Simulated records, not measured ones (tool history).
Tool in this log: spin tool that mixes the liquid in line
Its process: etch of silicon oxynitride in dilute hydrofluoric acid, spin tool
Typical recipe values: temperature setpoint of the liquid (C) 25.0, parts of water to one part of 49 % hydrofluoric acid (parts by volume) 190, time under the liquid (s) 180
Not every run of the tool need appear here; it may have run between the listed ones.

run,hour,temperature setpoint of the liquid (C),parts of water to one part of 49 % hydrofluoric acid (parts by volume),time under the liquid (s),wafers since the last listed run,hours since the thermometer was replaced,hours since the hydrofluoric acid flow meter was replaced,hours since the gauge calibration,"read-back film thickness of the silicon oxynitride reference wafer, read on the same gauge (nm)",thickness taken off the silicon oxynitride on a monitor wafer (nm)
1,0.0,25.0,190,180,0,715.2,640.0,566.9,99.972,2.193
2,87.1,25.0,190,180,481,802.3,727.1,654.0,100.012,2.226
3,174.7,25.0,190,180,484,889.9,814.7,741.6,100.022,2.190
4,223.8,25.0,190,180,271,939.0,863.8,790.7,100.031,2.277
5,513.6,25.0,190,180,1603,1228.8,1153.6,1080.5,100.029,2.236
# hour 791.1: hydrofluoric acid flow meter replaced
6,832.5,25.0,190,180,1759,1547.7,41.4,1399.4,100.044,2.239
7,899.0,25.0,190,180,367,1614.2,107.9,1465.9,99.981,2.286
8,981.2,25.0,190,180,454,1696.4,190.1,1548.1,100.001,2.277
9,1060.5,25.0,190,180,438,1775.7,269.4,1627.4,99.961,2.221
10,1123.5,25.0,190,180,348,1838.7,332.4,1690.4,100.018,2.206
11,1195.3,25.0,190,180,397,1910.5,404.2,1762.2,100.035,2.182
12,1291.6,28.5,130,180,532,2006.8,500.5,1858.5,100.004,4.086
# hour 1297.7: thermometer replaced
# hour 1347.4: gauge calibrated
13,1399.6,27.5,105,280,592,101.9,608.5,52.2,100.039,7.513
14,1450.9,25.0,190,150,283,153.2,659.8,103.5,100.008,1.889
15,1522.7,25.0,190,180,397,225.0,731.6,175.3,100.032,2.236
16,1562.8,25.0,190,180,221,265.1,771.7,215.4,99.965,2.189
17,1600.7,23.0,235,180,209,303.0,809.6,253.3,100.040,1.580
18,1669.0,25.0,190,180,377,371.3,877.9,321.6,99.994,2.234
19,1713.7,25.0,110,180,247,416.0,922.6,366.3,100.008,4.192
20,1790.9,27.5,105,280,427,493.2,999.8,443.5,100.019,7.796
21,1883.9,25.0,190,180,514,586.2,1092.8,536.5,99.985,2.168
22,1929.1,25.0,190,135,250,631.4,1138.0,581.7,99.994,1.683
23,1986.3,28.0,110,85,316,688.6,1195.2,638.9,100.049,2.233
24,2058.2,26.5,105,140,397,760.5,1267.1,710.8,100.006,3.607
25,2146.9,21.0,145,225,490,849.2,1355.8,799.5,99.995,3.130

Take each entry between the runs: how does the hidden state at the last listed run before it differ from the hidden state at the first listed run after it?
Logged between run 5 and run 6: hydrofluoric acid flow meter replaced (hour 791.1)
  no hidden state differs between the two runs
Logged between run 12 and run 13: thermometer replaced (hour 1297.7); gauge calibrated (hour 1347.4)
  no hidden state differs between the two runs
